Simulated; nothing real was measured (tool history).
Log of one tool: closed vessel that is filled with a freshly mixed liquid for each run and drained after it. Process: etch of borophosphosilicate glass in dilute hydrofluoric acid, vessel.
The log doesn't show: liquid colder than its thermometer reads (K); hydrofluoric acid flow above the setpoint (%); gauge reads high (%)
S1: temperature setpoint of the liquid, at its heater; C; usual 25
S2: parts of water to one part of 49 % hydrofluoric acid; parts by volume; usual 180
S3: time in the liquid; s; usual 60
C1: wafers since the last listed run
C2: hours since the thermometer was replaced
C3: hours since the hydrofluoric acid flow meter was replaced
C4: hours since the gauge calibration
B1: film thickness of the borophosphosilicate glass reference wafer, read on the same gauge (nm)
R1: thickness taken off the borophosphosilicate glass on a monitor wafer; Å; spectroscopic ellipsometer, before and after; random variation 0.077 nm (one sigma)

run	day	S1	S2	S3	C1	C2	C3	C4	B1	R1
1	0	23.5	180	60	0	665.9	1341	498.3	40.01	114.1
2	2.004	25	180	60	7007	714	1389.1	546.4	40.01	121
3	3.321	25	180	60	4603	745.6	1420.7	578	39.98	121.4
4	8.292	25	180	80	17379	864.9	1540	697.3	40	161.3
5	10.188	23	180	60	6628	910.4	1585.5	742.8	40	112.4
# day 10.8: gauge calibrated
6	12.496	25	180	60	8070	965.8	1640.9	40.7	39.99	122.3
7	14.542	25	180	60	7152	1014.9	1690	89.8	40.01	120.7
8	16.038	25	180	60	5229	1050.8	1725.9	125.7	40.01	123
# day 16.992: hydrofluoric acid flow meter replaced
# day 17.696: thermometer replaced
9	18.1	25	180	85	6919	9.7	26.6	175.2	40.01	164.2
10	20.167	25	180	60	7225	59.3	76.2	224.8	39.99	116.5
11	22.233	27.5	180	60	7225	108.9	125.8	274.4	39.99	126.1
12	23.492	20	180	60	4399	139.1	156	304.6	39.99	96
13	25.142	25	255	60	5768	178.7	195.6	344.2	40.01	75.3
14	26.767	28.5	180	50	5681	217.7	234.6	383.2	40.02	110.5

Run 15 comes next. What will it give?
15	28.283	22.5	155	90	5302	254.1	271	419.6	?	?

Run 15 gave B1 40.01, R1 186.8 Å.
Without the tool's hidden state the same run would have given R1 184.7 Å.
